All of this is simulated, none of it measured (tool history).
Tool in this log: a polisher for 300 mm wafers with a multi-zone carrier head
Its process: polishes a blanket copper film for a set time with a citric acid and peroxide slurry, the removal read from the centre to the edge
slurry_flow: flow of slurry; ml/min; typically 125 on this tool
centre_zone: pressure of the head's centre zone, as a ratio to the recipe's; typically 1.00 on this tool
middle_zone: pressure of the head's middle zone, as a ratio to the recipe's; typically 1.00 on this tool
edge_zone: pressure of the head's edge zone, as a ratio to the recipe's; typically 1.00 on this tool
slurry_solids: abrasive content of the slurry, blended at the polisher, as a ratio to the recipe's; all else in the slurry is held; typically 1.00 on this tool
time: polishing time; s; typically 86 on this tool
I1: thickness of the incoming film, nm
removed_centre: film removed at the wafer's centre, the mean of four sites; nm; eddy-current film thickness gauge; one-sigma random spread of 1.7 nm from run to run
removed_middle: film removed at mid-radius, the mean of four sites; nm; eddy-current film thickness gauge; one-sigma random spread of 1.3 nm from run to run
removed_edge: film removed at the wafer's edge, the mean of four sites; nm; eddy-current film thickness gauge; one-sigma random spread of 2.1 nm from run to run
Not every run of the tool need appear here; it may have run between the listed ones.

Run 1, hour 0.0: usual settings; I1 519.3. Result: removed_centre 186.7 nm, removed_middle 174.9 nm, removed_edge 168.7 nm.
Run 2, hour 29.5: usual settings; I1 530.3. Result: removed_centre 185.7 nm, removed_middle 173.3 nm, removed_edge 172.6 nm.
At hour 97.7: worn pad replaced by a new one.
Run 3, hour 100.2: usual settings; I1 525.7. Result: removed_centre 189.4 nm, removed_middle 175.2 nm, removed_edge 174.3 nm.
Run 4, hour 142.5: usual settings; I1 517.5. Result: removed_centre 187.7 nm, removed_middle 173.0 nm, removed_edge 173.7 nm.
Run 5, hour 175.7: usual settings; I1 520.3. Result: removed_centre 189.6 nm, removed_middle 173.1 nm, removed_edge 170.3 nm.
At hour 193.4: slurry nozzle cleaned.
At hour 241.9: worn pad replaced by a new one.
Run 6, hour 242.4: usual settings; I1 514.6. Result: removed_centre 190.3 nm, removed_middle 173.4 nm, removed_edge 168.6 nm.
Run 7, hour 274.5: usual settings; I1 519.8. Result: removed_centre 191.7 nm, removed_middle 173.3 nm, removed_edge 175.7 nm.
At hour 298.4: edge zone pressure recalibrated.
At hour 303.3: carrier head's membrane replaced by a new one.
Run 8, hour 324.3: usual settings but edge_zone 1.05, time 56 s; I1 519.4. Result: removed_centre 125.6 nm, removed_middle 113.1 nm, removed_edge 115.1 nm.
At hour 366.3: worn pad replaced by a new one.
Run 9, hour 366.8: usual settings but slurry_solids 1.15; I1 524.8. Result: removed_centre 200.9 nm, removed_middle 178.9 nm, removed_edge 177.2 nm.
Run 10, hour 389.1: usual settings but slurry_flow 170 ml/min, middle_zone 0.96; I1 523.3. Result: removed_centre 206.1 nm, removed_middle 179.3 nm, removed_edge 182.7 nm.
At hour 398.2: centre zone pressure recalibrated.
Run 11, hour 442.2: usual settings; I1 520.1. Result: removed_centre 206.4 nm, removed_middle 172.0 nm, removed_edge 174.5 nm.
At hour 492.0: worn pad replaced by a new one.
Run 12, hour 492.5: usual settings but centre_zone 0.96, edge_zone 1.08; I1 520.6. Result: removed_centre 197.2 nm, removed_middle 172.6 nm, removed_edge 179.7 nm.
At hour 519.2: centre zone pressure recalibrated, repeated, since the last time left the tool worse.
Run 13, hour 609.9: usual settings but slurry_solids 1.15; I1 523.6. Result: removed_centre 186.9 nm, removed_middle 178.3 nm, removed_edge 179.7 nm.
At hour 631.7: worn pad replaced by a new one.
Run 14, hour 635.3: usual settings but centre_zone 1.04, edge_zone 0.88; I1 528.6. Result: removed_centre 186.5 nm, removed_middle 175.5 nm, removed_edge 162.6 nm.

Below are 3 alternative next runs, each starting from the tool's condition after run 14. Predict each:
Run A, hour 635.7: usual settings; I1 518.0. Result: removed_centre ?, removed_middle ?, removed_edge ?.
Run B, hour 635.7: usual settings but centre_zone 1.10, time 94 s; I1 518.0. Result: removed_centre ?, removed_middle ?, removed_edge ?.
Run C, hour 635.7: usual settings but middle_zone 1.11, slurry_solids 0.80; I1 518.0. Result: removed_centre ?, removed_middle ?, removed_edge ?.

run  removed_centre  removed_middle  removed_edge
  A           176.0           174.6         174.3
  B           211.8           190.8         190.5
  C           168.9           183.0         166.9
What these runs would have given with no unlogged condition in the tool:
run  removed_centre  removed_middle  removed_edge
  A           173.4           174.6         174.3
  B           208.7           190.8         190.5
  C           166.4           183.0         166.9
